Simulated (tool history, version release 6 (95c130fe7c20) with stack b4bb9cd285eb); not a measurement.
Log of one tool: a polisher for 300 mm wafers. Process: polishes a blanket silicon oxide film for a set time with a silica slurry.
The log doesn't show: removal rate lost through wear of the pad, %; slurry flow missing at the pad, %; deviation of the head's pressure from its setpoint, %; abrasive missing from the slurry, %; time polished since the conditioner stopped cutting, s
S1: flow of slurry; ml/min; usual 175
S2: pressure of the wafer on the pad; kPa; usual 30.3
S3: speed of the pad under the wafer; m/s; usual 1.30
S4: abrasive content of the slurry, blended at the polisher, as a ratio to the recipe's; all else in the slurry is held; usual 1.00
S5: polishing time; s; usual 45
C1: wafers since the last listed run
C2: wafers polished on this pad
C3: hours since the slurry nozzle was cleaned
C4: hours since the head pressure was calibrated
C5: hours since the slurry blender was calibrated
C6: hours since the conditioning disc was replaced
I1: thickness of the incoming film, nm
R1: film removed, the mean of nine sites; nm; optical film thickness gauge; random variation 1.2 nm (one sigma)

Run 1, hour 0.0: usual settings; C1 0; C2 3043; C3 134.6; C4 195.7; C5 89.4; C6 155.5; I1 848.1. Result: R1 134.7 nm.
At hour 12.9: worn pad replaced by a new one.
Run 2, hour 36.6: usual settings; C1 608; C2 442; C3 171.2; C4 232.3; C5 126.0; C6 192.1; I1 863.2. Result: R1 133.0 nm.
Run 3, hour 82.4: usual settings; C1 854; C2 1297; C3 217.0; C4 278.1; C5 171.8; C6 237.9; I1 849.0. Result: R1 132.4 nm.
At hour 128.4: slurry blender recalibrated.
Run 4, hour 128.9: usual settings; C1 830; C2 2128; C3 263.5; C4 324.6; C5 0.5; C6 284.4; I1 851.4. Result: R1 143.7 nm.
Run 5, hour 185.0: usual settings; C1 1047; C2 3175; C3 319.6; C4 380.7; C5 56.6; C6 340.5; I1 856.7. Result: R1 139.0 nm.
At hour 200.7: conditioning disc replaced and pad reconditioned.
At hour 201.9: worn pad replaced by a new one.
Run 6, hour 222.4: usual settings; C1 638; C2 382; C3 357.0; C4 418.1; C5 94.0; C6 21.7; I1 856.9. Result: R1 135.1 nm.
Run 7, hour 289.7: usual settings but S1 145 ml/min; C1 1256; C2 1638; C3 424.3; C4 485.4; C5 161.3; C6 89.0; I1 862.4. Result: R1 129.9 nm.
At hour 305.3: head pressure recalibrated.
Run 8, hour 315.2: usual settings but S1 145 ml/min; C1 438; C2 2077; C3 449.8; C4 9.9; C5 186.8; C6 114.5; I1 838.3. Result: R1 129.2 nm.
At hour 325.5: slurry blender recalibrated.
At hour 335.0: slurry nozzle cleaned.
Run 9, hour 343.2: usual settings but S1 145 ml/min; C1 466; C2 2544; C3 8.2; C4 37.9; C5 17.7; C6 142.5; I1 854.1. Result: R1 116.7 nm.
Run 10, hour 378.0: usual settings; C1 649; C2 3193; C3 43.0; C4 72.7; C5 52.5; C6 177.3; I1 845.0. Result: R1 114.1 nm.
At hour 419.9: worn pad replaced by a new one.
Run 11, hour 435.6: usual settings; C1 1000; C2 292; C3 100.6; C4 130.3; C5 110.1; C6 234.9; I1 855.0. Result: R1 109.2 nm.
At hour 458.8: slurry blender recalibrated, repeated, since the last time left the tool worse.
Run 12, hour 488.4: usual settings but S2 27.6 kPa; C1 948; C2 1241; C3 153.4; C4 183.1; C5 29.6; C6 287.7; I1 849.9. Result: R1 129.2 nm.
Run 13, hour 546.3: usual settings but S3 1.10 m/s, S4 1.20; C1 1080; C2 2321; C3 211.3; C4 241.0; C5 87.5; C6 345.6; I1 840.6. Result: R1 131.6 nm.
At hour 561.8: conditioning disc replaced and pad reconditioned.
Run 14, hour 592.4: usual settings; C1 823; C2 3145; C3 257.4; C4 287.1; C5 133.6; C6 30.6; I1 859.9. Result: R1 132.7 nm.
At hour 599.9: worn pad replaced by a new one.
Run 15, hour 636.1: usual settings but S3 1.08 m/s, S4 0.75; C1 741; C2 675; C3 301.1; C4 330.8; C5 177.3; C6 74.3; I1 857.7. Result: R1 102.1 nm.

Forecast run 16:
Run 16, hour 674.3: usual settings but S3 1.56 m/s, S4 1.10, S5 59 s; C1 713; C2 1388; C3 339.3; C4 369.0; C5 215.5; C6 112.5; I1 847.1. Result: R1 ?.

R1: 201.8 nm
Without the tool's hidden state the same run would have given R1 219.5 nm.
